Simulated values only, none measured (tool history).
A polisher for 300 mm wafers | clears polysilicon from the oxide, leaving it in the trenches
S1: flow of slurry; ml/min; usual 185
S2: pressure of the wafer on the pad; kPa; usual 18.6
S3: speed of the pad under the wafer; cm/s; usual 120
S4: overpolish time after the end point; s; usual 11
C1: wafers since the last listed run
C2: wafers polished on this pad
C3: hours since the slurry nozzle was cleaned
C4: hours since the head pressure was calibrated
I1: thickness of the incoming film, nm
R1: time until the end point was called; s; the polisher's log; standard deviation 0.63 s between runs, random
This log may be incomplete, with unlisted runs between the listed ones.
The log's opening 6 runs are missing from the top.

{"run": 7, "hour": 443.1, "S1": 185, "S2": 18.6, "S3": 120, "S4": 15, "C1": 850, "C2": 7213, "C3": 446.4, "C4": 373.3, "I1": 713.6, "R1": 40.5}
{"run": 8, "hour": 497.5, "S1": 185, "S2": 18.6, "S3": 106, "S4": 11, "C1": 595, "C2": 7808, "C3": 500.8, "C4": 427.7, "I1": 708.2, "R1": 45.8}
{"run": 9, "hour": 570.0, "S1": 185, "S2": 18.6, "S3": 106, "S4": 11, "C1": 792, "C2": 8601, "C3": 573.3, "C4": 500.2, "I1": 722.6, "R1": 47.7}
{"run": 10, "hour": 656.4, "S1": 185, "S2": 18.6, "S3": 106, "S4": 11, "C1": 945, "C2": 9546, "C3": 659.7, "C4": 586.6, "I1": 734.4, "R1": 47.4}
{"hour": 687.4, "done": "worn pad replaced by a new one"}
{"run": 11, "hour": 762.7, "S1": 225, "S2": 18.6, "S3": 120, "S4": 11, "C1": 1118, "C2": 823, "C3": 766.0, "C4": 692.9, "I1": 716.4, "R1": 40.5}
{"hour": 831.3, "done": "head pressure recalibrated"}
{"run": 12, "hour": 831.8, "S1": 210, "S2": 15.9, "S3": 120, "S4": 11, "C1": 733, "C2": 1557, "C3": 835.1, "C4": 0.5, "I1": 720.1, "R1": 54.2}
{"hour": 870.3, "done": "slurry nozzle cleaned"}
{"run": 13, "hour": 913.1, "S1": 185, "S2": 18.6, "S3": 120, "S4": 8, "C1": 878, "C2": 2436, "C3": 42.8, "C4": 81.8, "I1": 728.8, "R1": 44.1}
{"run": 14, "hour": 1020.4, "S1": 185, "S2": 18.6, "S3": 120, "S4": 11, "C1": 1173, "C2": 3609, "C3": 150.1, "C4": 189.1, "I1": 713.3, "R1": 42.3}
{"run": 15, "hour": 1099.3, "S1": 135, "S2": 18.6, "S3": 120, "S4": 11, "C1": 862, "C2": 4472, "C3": 229.0, "C4": 268.0, "I1": 722.2, "R1": 44.0}
{"run": 16, "hour": 1157.6, "S1": 185, "S2": 18.6, "S3": 120, "S4": 18, "C1": 637, "C2": 5110, "C3": 287.3, "C4": 326.3, "I1": 734.0, "R1": 42.2}
{"run": 17, "hour": 1250.4, "S1": 185, "S2": 18.6, "S3": 120, "S4": 11, "C1": 1015, "C2": 6125, "C3": 380.1, "C4": 419.1, "I1": 725.1, "R1": 41.0}
{"run": 18, "hour": 1326.4, "S1": 130, "S2": 15.9, "S3": 120, "S4": 11, "C1": 831, "C2": 6956, "C3": 456.1, "C4": 495.1, "I1": 735.3, "R1": 52.2}
{"run": 19, "hour": 1410.3, "S1": 185, "S2": 18.6, "S3": 120, "S4": 11, "C1": 917, "C2": 7874, "C3": 540.0, "C4": 579.0, "I1": 715.1, "R1": 41.7}
{"run": 20, "hour": 1448.9, "S1": 240, "S2": 21.4, "S3": 120, "S4": 11, "C1": 422, "C2": 8296, "C3": 578.6, "C4": 617.6, "I1": 711.5, "R1": 35.4}

Expected results for the next run?
{"hour": 1474.5, "done": "worn pad replaced by a new one"}
{"run": 21, "hour": 1510.0, "S1": 185, "S2": 18.6, "S3": 120, "S4": 11, "C1": 624, "C2": 388, "C3": 639.7, "C4": 678.7, "I1": 715.0, "R1": "?"}

Run 21 produced R1 42.0 s.
If the tool had no hidden condition, the same run with the same run-to-run variation would have returned R1 44.5 s.
